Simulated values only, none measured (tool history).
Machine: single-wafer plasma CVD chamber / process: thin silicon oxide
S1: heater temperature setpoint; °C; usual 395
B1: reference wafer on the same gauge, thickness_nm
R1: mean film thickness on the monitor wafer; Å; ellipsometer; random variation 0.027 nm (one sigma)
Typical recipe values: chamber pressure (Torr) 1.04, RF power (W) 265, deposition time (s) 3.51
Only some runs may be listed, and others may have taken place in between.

run 1 hour=0 | S1=395 chamber_pressure_(Torr)=1.04 RF_power_(W)=265 deposition_time_(s)=3.51 | B1=6.165 | R1=73.73
-- hour=27.8 showerhead replaced
run 2 hour=28.3 | S1=395 chamber_pressure_(Torr)=1.04 RF_power_(W)=265 deposition_time_(s)=3.51 | B1=6.155 | R1=73.95
-- hour=43.3 thermocouple changed; heater temperature recalibrated
run 3 hour=43.8 | S1=395 chamber_pressure_(Torr)=1.04 RF_power_(W)=265 deposition_time_(s)=3.51 | B1=6.162 | R1=73.62
run 4 hour=76.4 | S1=395 chamber_pressure_(Torr)=1.04 RF_power_(W)=300 deposition_time_(s)=3.51 | B1=6.161 | R1=78.75
-- hour=111.5 capacitance manometer re-zeroed and calibrated
run 5 hour=112 | S1=395 chamber_pressure_(Torr)=1.04 RF_power_(W)=300 deposition_time_(s)=3.51 | B1=6.157 | R1=78.41
run 6 hour=126.9 | S1=395 chamber_pressure_(Torr)=1.04 RF_power_(W)=265 deposition_time_(s)=3.51 | B1=6.154 | R1=73.88
run 7 hour=215.5 | S1=395 chamber_pressure_(Torr)=0.88 RF_power_(W)=265 deposition_time_(s)=3 | B1=6.159 | R1=52.58
run 8 hour=233.2 | S1=395 chamber_pressure_(Torr)=1.04 RF_power_(W)=265 deposition_time_(s)=3.51 | B1=6.158 | R1=73.77
-- hour=257.5 RF generator calibrated
run 9 hour=258 | S1=395 chamber_pressure_(Torr)=1.04 RF_power_(W)=265 deposition_time_(s)=3.51 | B1=6.157 | R1=71.77
run 10 hour=277 | S1=395 chamber_pressure_(Torr)=1.04 RF_power_(W)=305 deposition_time_(s)=3.51 | B1=6.158 | R1=77.77
run 11 hour=302 | S1=400 chamber_pressure_(Torr)=0.81 RF_power_(W)=265 deposition_time_(s)=3.79 | B1=6.158 | R1=57.35
run 12 hour=331.3 | S1=409 chamber_pressure_(Torr)=0.9 RF_power_(W)=250 deposition_time_(s)=2.89 | B1=6.151 | R1=48.49
run 13 hour=352 | S1=395 chamber_pressure_(Torr)=1.04 RF_power_(W)=265 deposition_time_(s)=3.51 | B1=6.162 | R1=71.58
run 14 hour=385.4 | S1=400 chamber_pressure_(Torr)=0.85 RF_power_(W)=265 deposition_time_(s)=3.96 | B1=6.161 | R1=64.44
run 15 hour=419.5 | S1=395 chamber_pressure_(Torr)=1.13 RF_power_(W)=265 deposition_time_(s)=2.81 | B1=6.168 | R1=61.32
-- hour=441.7 gauge calibrated
run 16 hour=444.3 | S1=395 chamber_pressure_(Torr)=1.04 RF_power_(W)=265 deposition_time_(s)=3.32 | B1=6.156 | R1=66.99
run 17 hour=462 | S1=409 chamber_pressure_(Torr)=1.23 RF_power_(W)=225 deposition_time_(s)=2.85 | B1=6.16 | R1=58.93
-- hour=477.5 RF generator calibrated, repeated, since the last time left the tool worse
run 18 hour=479.4 | S1=387 chamber_pressure_(Torr)=1.13 RF_power_(W)=315 deposition_time_(s)=3.33 | B1=6.16 | R1=85.56
run 19 hour=496.2 | S1=387 chamber_pressure_(Torr)=0.79 RF_power_(W)=265 deposition_time_(s)=3.01 | B1=6.162 | R1=46.92
run 20 hour=513.9 | S1=395 chamber_pressure_(Torr)=1.04 RF_power_(W)=265 deposition_time_(s)=3.51 | B1=6.162 | R1=76.23
run 21 hour=544.6 | S1=395 chamber_pressure_(Torr)=1.04 RF_power_(W)=290 deposition_time_(s)=3.51 | B1=6.152 | R1=79.55
run 22 hour=568.5 | S1=410 chamber_pressure_(Torr)=0.94 RF_power_(W)=305 deposition_time_(s)=3.91 | B1=6.162 | R1=80.73
run 23 hour=587.1 | S1=385 chamber_pressure_(Torr)=1.04 RF_power_(W)=265 deposition_time_(s)=3.51 | B1=6.166 | R1=76.36
run 24 hour=617.4 | S1=410 chamber_pressure_(Torr)=0.94 RF_power_(W)=305 deposition_time_(s)=3.91 | B1=6.163 | R1=80.78
run 25 hour=640.9 | S1=395 chamber_pressure_(Torr)=1.04 RF_power_(W)=265 deposition_time_(s)=3.51 | B1=6.157 | R1=75.53
run 26 hour=666.3 | S1=395 chamber_pressure_(Torr)=1.04 RF_power_(W)=265 deposition_time_(s)=3.51 | B1=6.164 | R1=76.13
run 27 hour=686.4 | S1=404 chamber_pressure_(Torr)=1.12 RF_power_(W)=290 deposition_time_(s)=3.25 | B1=6.157 | R1=77.99
run 28 hour=704.9 | S1=402 chamber_pressure_(Torr)=1.04 RF_power_(W)=265 deposition_time_(s)=2.95 | B1=6.164 | R1=63.55
run 29 hour=722.9 | S1=395 chamber_pressure_(Torr)=1.04 RF_power_(W)=230 deposition_time_(s)=3.51 | B1=6.161 | R1=69.75

Here are 4 independent what-if runs from the current tool condition. What would each one return?
run A hour=723.3 | S1=395 chamber_pressure_(Torr)=1.04 RF_power_(W)=265 deposition_time_(s)=3.14 | B1=? | R1=?
run B hour=723.3 | S1=400 chamber_pressure_(Torr)=0.8 RF_power_(W)=225 deposition_time_(s)=3.94 | B1=? | R1=?
run C hour=723.3 | S1=395 chamber_pressure_(Torr)=1.04 RF_power_(W)=265 deposition_time_(s)=2.97 | B1=? | R1=?
run D hour=723.3 | S1=383 chamber_pressure_(Torr)=1.04 RF_power_(W)=265 deposition_time_(s)=3.21 | B1=? | R1=?

run=A B1=6.161 R1=67.42
run=B B1=6.161 R1=55.84
run=C B1=6.161 R1=63.77
run=D B1=6.161 R1=69.54
What these runs would have given with no unlogged condition in the tool:
run=A R1=67.73
run=B R1=56.11
run=C R1=64.06
run=D R1=69.86
